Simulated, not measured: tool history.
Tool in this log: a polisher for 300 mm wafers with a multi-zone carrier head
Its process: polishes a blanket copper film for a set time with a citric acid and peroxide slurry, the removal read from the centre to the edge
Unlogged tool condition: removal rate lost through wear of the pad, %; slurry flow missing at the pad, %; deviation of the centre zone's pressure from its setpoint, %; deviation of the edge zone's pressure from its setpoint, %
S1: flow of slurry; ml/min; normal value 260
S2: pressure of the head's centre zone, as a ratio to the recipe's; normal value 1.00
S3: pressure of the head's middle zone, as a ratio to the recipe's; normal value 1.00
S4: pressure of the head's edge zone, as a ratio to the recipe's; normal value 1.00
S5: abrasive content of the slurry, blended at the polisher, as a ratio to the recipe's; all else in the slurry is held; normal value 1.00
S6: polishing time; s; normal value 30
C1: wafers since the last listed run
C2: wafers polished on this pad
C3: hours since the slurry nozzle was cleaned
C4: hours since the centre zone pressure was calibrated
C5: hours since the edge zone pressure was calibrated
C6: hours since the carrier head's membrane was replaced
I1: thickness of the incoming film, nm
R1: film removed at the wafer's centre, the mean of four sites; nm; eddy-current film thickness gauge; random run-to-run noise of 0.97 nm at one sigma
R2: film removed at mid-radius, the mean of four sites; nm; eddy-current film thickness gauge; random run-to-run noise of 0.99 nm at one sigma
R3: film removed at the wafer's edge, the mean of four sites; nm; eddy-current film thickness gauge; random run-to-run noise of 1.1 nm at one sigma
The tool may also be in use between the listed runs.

| run | hour | S1 | S2 | S3 | S4 | S5 | S6 | C1 | C2 | C3 | C4 | C5 | C6 | I1 | R1 | R2 | R3 |
|---|---|---|---|---|---|---|---|---|---|---|---|---|---|---|---|---|---|
| 1 | 0.0 | 260 | 1.00 | 1.00 | 1.00 | 1.00 | 30 | 0 | 176 | 263.6 | 316.8 | 652.6 | 509.7 | 1111.0 | 80.6 | 86.2 | 91.7 |
|  | 43.6 | centre zone pressure recalibrated |
| 2 | 53.5 | 260 | 1.00 | 1.00 | 1.03 | 1.00 | 30 | 865 | 1042 | 317.1 | 9.9 | 706.1 | 563.2 | 1112.8 | 84.5 | 86.6 | 91.4 |
|  | 100.4 | worn pad replaced by a new one |
| 3 | 120.9 | 260 | 1.00 | 1.00 | 1.00 | 0.75 | 30 | 1065 | 345 | 384.5 | 77.3 | 773.5 | 630.6 | 1103.7 | 78.8 | 81.4 | 81.6 |
| 4 | 162.1 | 260 | 1.00 | 1.00 | 1.00 | 0.75 | 30 | 692 | 1037 | 425.7 | 118.5 | 814.7 | 671.8 | 1098.3 | 79.2 | 81.1 | 81.6 |
| 5 | 200.1 | 260 | 1.00 | 1.00 | 1.00 | 0.75 | 30 | 638 | 1676 | 463.7 | 156.5 | 852.7 | 709.8 | 1110.3 | 80.2 | 79.8 | 82.6 |
|  | 227.1 | worn pad replaced by a new one, of another model than before |
| 6 | 237.8 | 260 | 1.00 | 1.06 | 1.00 | 1.00 | 30 | 566 | 180 | 501.4 | 194.2 | 890.4 | 747.5 | 1111.5 | 84.5 | 90.6 | 88.7 |
|  | 254.1 | carrier head's membrane replaced by a new one |
|  | 268.7 | slurry nozzle cleaned |
| 7 | 274.2 | 260 | 1.00 | 1.06 | 1.00 | 1.00 | 30 | 511 | 691 | 5.5 | 230.6 | 926.8 | 20.1 | 1107.0 | 84.1 | 91.7 | 88.9 |
| 8 | 316.6 | 260 | 1.00 | 1.00 | 1.00 | 1.10 | 30 | 712 | 1404 | 47.9 | 273.0 | 969.2 | 62.5 | 1118.2 | 86.0 | 87.3 | 93.2 |
|  | 337.0 | worn pad replaced by a new one |
|  | 337.8 | centre zone pressure recalibrated |
| 9 | 373.9 | 260 | 0.90 | 1.00 | 0.95 | 1.00 | 36 | 881 | 606 | 105.2 | 36.1 | 1026.5 | 119.8 | 1097.1 | 94.9 | 102.8 | 103.6 |
|  | 400.7 | edge zone pressure recalibrated |
| 10 | 420.0 | 260 | 0.97 | 1.00 | 1.00 | 1.00 | 30 | 741 | 1347 | 151.3 | 82.2 | 19.3 | 165.9 | 1132.4 | 84.1 | 88.9 | 88.8 |
|  | 445.9 | worn pad replaced by a new one |
| 11 | 450.7 | 260 | 1.00 | 1.00 | 1.04 | 1.00 | 25 | 448 | 81 | 182.0 | 112.9 | 50.0 | 196.6 | 1125.4 | 72.9 | 71.4 | 77.4 |
| 12 | 494.9 | 260 | 1.00 | 1.00 | 1.00 | 1.00 | 30 | 742 | 824 | 226.2 | 157.1 | 94.2 | 240.8 | 1135.8 | 87.1 | 88.2 | 90.0 |
| 13 | 528.7 | 260 | 1.05 | 1.00 | 1.00 | 1.00 | 30 | 568 | 1392 | 260.0 | 190.9 | 128.0 | 274.6 | 1096.7 | 88.8 | 87.5 | 90.5 |
|  | 556.0 | worn pad replaced by a new one |
| 14 | 597.2 | 260 | 1.00 | 1.00 | 1.00 | 1.00 | 30 | 1084 | 692 | 328.5 | 259.4 | 196.5 | 343.1 | 1090.1 | 83.6 | 87.1 | 88.3 |

Entry by entry between the runs, the difference in hidden state between the last listed run before and the first listed run after:
In the gap between runs 1 and 2: centre zone pressure recalibrated (hour 43.6)
  deviation of the centre zone's pressure from its setpoint, %: -6.21 -> -0.92
  the result without the hidden state subtracted from the measured one, R1: -5.4 -> -0.8 nm
In the gap between runs 2 and 3: worn pad replaced by a new one (hour 100.4)
  deviation of the centre zone's pressure from its setpoint, %: -0.92 -> -1.26
  the result without the hidden state subtracted from the measured one, R1: -0.8 -> -1.0 nm
In the gap between runs 5 and 6: worn pad replaced by a new one, of another model than before (hour 227.1)
  deviation of the centre zone's pressure from its setpoint, %: -2.34 -> -3.11
  the result without the hidden state subtracted from the measured one, R1: -1.9 -> -2.7 nm
In the gap between runs 6 and 7: carrier head's membrane replaced by a new one (hour 254.1); slurry nozzle cleaned (hour 268.7)
  deviation of the centre zone's pressure from its setpoint, %: -3.11 -> -4.01
  the result without the hidden state subtracted from the measured one, R1: -2.7 -> -3.5 nm
In the gap between runs 8 and 9: worn pad replaced by a new one (hour 337.0); centre zone pressure recalibrated (hour 337.8)
  deviation of the centre zone's pressure from its setpoint, %: -5.25 -> 0.472
  the result without the hidden state subtracted from the measured one, R1: -4.8 -> +0.4 nm
In the gap between runs 9 and 10: edge zone pressure recalibrated (hour 400.7)
  deviation of the centre zone's pressure from its setpoint, %: 0.472 -> 0.155
  the result without the hidden state subtracted from the measured one, R1: +0.4 -> +0.2 nm
In the gap between runs 10 and 11: worn pad replaced by a new one (hour 445.9)
  deviation of the centre zone's pressure from its setpoint, %: 0.155 -> -0.194
  the result without the hidden state subtracted from the measured one, R1: +0.2 -> -0.1 nm
In the gap between runs 13 and 14: worn pad replaced by a new one (hour 556.0)
  deviation of the centre zone's pressure from its setpoint, %: -1.57 -> -3.37
  the result without the hidden state subtracted from the measured one, R1: -1.5 -> -3.0 nm

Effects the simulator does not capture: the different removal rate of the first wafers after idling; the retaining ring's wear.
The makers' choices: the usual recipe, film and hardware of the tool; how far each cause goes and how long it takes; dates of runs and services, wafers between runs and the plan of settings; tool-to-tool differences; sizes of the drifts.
